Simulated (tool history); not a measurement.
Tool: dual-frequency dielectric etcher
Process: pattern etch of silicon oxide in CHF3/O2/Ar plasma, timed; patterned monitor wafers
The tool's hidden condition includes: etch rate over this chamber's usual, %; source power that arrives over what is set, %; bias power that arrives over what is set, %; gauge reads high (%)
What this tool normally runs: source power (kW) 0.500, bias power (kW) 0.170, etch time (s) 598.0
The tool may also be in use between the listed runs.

run	hour	source power (kW)	bias power (kW)	etch time (s)	wafers since the last listed run	hours since the last wet clean	hours since the last source power generator calibration	hours since the last bias power generator calibration	hours since the last upper electrode change	hours since the gauge calibration	read-back reference wafer on the same gauge, depth_nm	mean etch depth across the wafer (Å)
1	0.0	0.500	0.170	598.0	0	47.2	2256.2	3296.9	3412.9	405.1	1028.6	10684
2	71.3	0.500	0.170	598.0	137	118.5	2327.5	3368.2	3484.2	476.4	1031.2	10690
3	131.7	0.420	0.170	598.0	116	178.9	2387.9	3428.6	3544.6	536.8	1028.5	9514
4	165.4	0.420	0.170	598.0	65	212.6	2421.6	3462.3	3578.3	570.5	1030.3	9626
5	223.5	0.500	0.170	598.0	112	270.7	2479.7	3520.4	3636.4	628.6	1031.8	10819
6	263.2	0.500	0.170	598.0	76	310.4	2519.4	3560.1	3676.1	668.3	1031.1	10888
7	301.8	0.500	0.170	598.0	74	349.0	2558.0	3598.7	3714.7	706.9	1028.7	10903
8	355.6	0.500	0.170	598.0	103	402.8	2611.8	3652.5	3768.5	760.7	1029.1	10895
# hour 379.3: gauge calibrated
# hour 480.3: source power generator calibrated
9	551.7	0.500	0.170	598.0	371	598.9	71.4	3848.6	3964.6	172.4	1030.5	11071
# hour 610.1: wet clean of the chamber
10	610.6	0.500	0.170	598.0	67	0.5	130.3	3907.5	4023.5	231.3	1031.0	10553
11	621.3	0.440	0.133	470.5	20	11.2	141.0	3918.2	4034.2	242.0	1030.3	7135
# hour 666.4: upper electrode replaced
12	757.1	0.500	0.170	598.0	216	147.0	276.8	4054.0	90.7	377.8	1029.2	10595
# hour 798.0: bias power generator calibrated
13	804.7	0.600	0.200	507.5	84	194.6	324.4	6.7	138.3	425.4	1029.7	10471
14	856.1	0.460	0.193	598.0	99	246.0	375.8	58.1	189.7	476.8	1027.0	10553
15	894.9	0.560	0.170	445.5	74	284.8	414.6	96.9	228.5	515.6	1029.5	8546
16	955.5	0.550	0.170	526.0	117	345.4	475.2	157.5	289.1	576.2	1030.4	10017
17	1003.0	0.560	0.170	454.5	91	392.9	522.7	205.0	336.6	623.7	1030.7	8844
18	1046.0	0.580	0.170	598.0	83	435.9	565.7	248.0	379.6	666.7	1028.6	11802

Hidden state or all else? Some run-to-run changes of mean etch depth across the wafer (Å), split into what the settings, what came in and random variation would give without the hidden state, and what is left for the hidden state (with any gauge scatter that isn't in both results):
Run 9 -> 10: wet clean of the chamber. mean etch depth across the wafer (Å) -518: hidden state -611, all else +93.
Run 11 -> 12: source power (kW) 0.440 -> 0.500, bias power (kW) 0.133 -> 0.170, etch time (s) 470.5 -> 598.0, upper electrode replaced. mean etch depth across the wafer (Å) +3460: hidden state +117, all else +3343.
